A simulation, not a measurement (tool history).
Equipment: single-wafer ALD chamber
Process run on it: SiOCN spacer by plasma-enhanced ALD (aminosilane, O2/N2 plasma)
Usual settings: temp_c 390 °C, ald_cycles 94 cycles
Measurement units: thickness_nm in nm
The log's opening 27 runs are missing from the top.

| run | hour | temp_c | ald_cycles | wafers since the last listed run | hours since the last thermocouple change | hours since the gauge calibration | read-back reference wafer on the same gauge, thickness_nm | thickness_nm |
|---|---|---|---|---|---|---|---|---|
| 28 | 1333.1 | 390 | 94 | 199 | 695.5 | 210.2 | 7.316 | 6.182 |
| 29 | 1383.5 | 380 | 112 | 209 | 745.9 | 260.6 | 7.314 | 7.376 |
| 30 | 1429.7 | 399 | 88 | 192 | 792.1 | 306.8 | 7.315 | 5.842 |
| 31 | 1489.4 | 390 | 94 | 248 | 851.8 | 366.5 | 7.317 | 6.199 |
| 32 | 1547.6 | 400 | 88 | 242 | 910.0 | 424.7 | 7.314 | 5.790 |
| 33 | 1573.5 | 404 | 105 | 107 | 935.9 | 450.6 | 7.317 | 6.792 |
| 34 | 1643.9 | 375 | 102 | 292 | 1006.3 | 521.0 | 7.323 | 6.721 |
| 35 | 1700.9 | 390 | 94 | 237 | 1063.3 | 578.0 | 7.319 | 6.240 |
| 36 | 1732.0 | 400 | 84 | 129 | 1094.4 | 609.1 | 7.335 | 5.540 |
| 37 | 1781.3 | 380 | 79 | 205 | 1143.7 | 658.4 | 7.317 | 5.147 |
| 38 | 1850.9 | 382 | 94 | 289 | 1213.3 | 728.0 | 7.319 | 6.198 |
| 39 | 1896.6 | 402 | 89 | 190 | 1259.0 | 773.7 | 7.328 | 5.789 |
| 40 | 1934.9 | 382 | 100 | 159 | 1297.3 | 812.0 | 7.317 | 6.594 |

Forecast each of these 3 alternatives for the next run:
| A | 1935.5 | 390 | 94 | 2 | 1297.9 | 812.6 | ? | ? |
| B | 1935.5 | 376 | 109 | 2 | 1297.9 | 812.6 | ? | ? |
| C | 1935.5 | 390 | 105 | 2 | 1297.9 | 812.6 | ? | ? |

| run | read-back reference wafer on the same gauge, thickness_nm | thickness_nm |
|---|---|---|
| A | 7.333 | 6.181 |
| B | 7.333 | 7.168 |
| C | 7.333 | 6.905 |
What these runs would have given with no unlogged condition in the tool:
| run | thickness_nm |
|---|---|
| A | 6.181 |
| B | 7.168 |
| C | 6.905 |
